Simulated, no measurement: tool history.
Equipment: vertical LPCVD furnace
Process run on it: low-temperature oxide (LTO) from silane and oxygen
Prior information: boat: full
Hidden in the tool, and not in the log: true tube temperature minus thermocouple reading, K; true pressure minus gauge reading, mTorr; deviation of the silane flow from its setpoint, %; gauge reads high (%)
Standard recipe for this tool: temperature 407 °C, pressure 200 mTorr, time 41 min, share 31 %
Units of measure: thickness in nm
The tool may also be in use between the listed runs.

run,day,temperature,pressure,time,share,wafers since the last listed run,hours since the last temperature calibration,hours since the pressure gauge was zeroed,hours since the silane flow controller was replaced,hours since the gauge calibration,"read-back reference wafer on the same gauge, thickness",thickness
1,0,407,200,41,31,0,3004.6,704.8,2619.1,893.1,281.16,284.5
# day 0.479: gauge calibrated
2,1.267,407,200,41,31,416,3035,735.2,2649.5,18.9,281.06,285.52
3,3.625,414,200,41,31,775,3091.6,791.8,2706.1,75.5,281.57,304.63
4,5.883,407,200,30.5,31,742,3145.8,846,2760.3,129.7,281.13,209.86
5,7.025,407,200,30.5,31,375,3173.2,873.4,2787.7,157.1,281.18,211
6,9.558,407,220,41,31,833,3234,934.2,2848.5,217.9,281.45,316.16
7,10.642,407,220,41,31,356,3260,960.2,2874.5,243.9,281.63,312.18
8,13.583,407,200,41,31,967,3330.6,1030.8,2945.1,314.5,281.02,283.39
9,16.183,407,200,41,31,855,3393,1093.2,3007.5,376.9,281,285.19
10,18.183,407,200,41,31,657,3441,1141.2,3055.5,424.9,280.94,284.03
# day 21.542: thermocouples replaced and temperature profile calibrated
11,21.562,410,235,41,31,782,0.5,1222.3,3136.6,506,281.02,327.08
12,23.708,410,235,41,31,705,52,1273.8,3188.1,557.5,281.19,334.83
13,25.371,407,200,41,31,546,91.9,1313.7,3228,597.4,280.96,271.29
14,27.154,407,160,41,31,586,134.7,1356.5,3270.8,640.2,281.05,216.58
15,28.946,407,200,41,31,589,177.7,1399.5,3313.8,683.2,280.94,270.88
16,30.196,407,230,50,31,411,207.7,1429.5,3343.8,713.2,281.16,383.74
17,32.962,407,200,41,31,910,274.1,1495.9,3410.2,779.6,281.58,275.26
18,34.725,411,225,29.5,26,579,316.4,1538.2,3452.5,821.9,280.77,178.07
19,36.783,399,200,25.5,27,677,365.8,1587.6,3501.9,871.3,280.74,125.9
# day 39.179: pressure gauge zeroed
# day 39.567: silane flow controller replaced
20,39.588,414,200,41,26,465,433.1,9.8,0.5,938.6,280.89,229.71

Run 21 is up next; what results do you expect?
# day 41.417: gauge calibrated
21,47.021,407,200,30.5,31,2445,611.5,188.2,178.9,134.5,?,?

{"run 21": {"read-back reference wafer on the same gauge, thickness": 281.23, "thickness": 202.95}}
Were there no unlogged condition in the tool, this run, its random variation unchanged, would have produced thickness 200.7 nm.
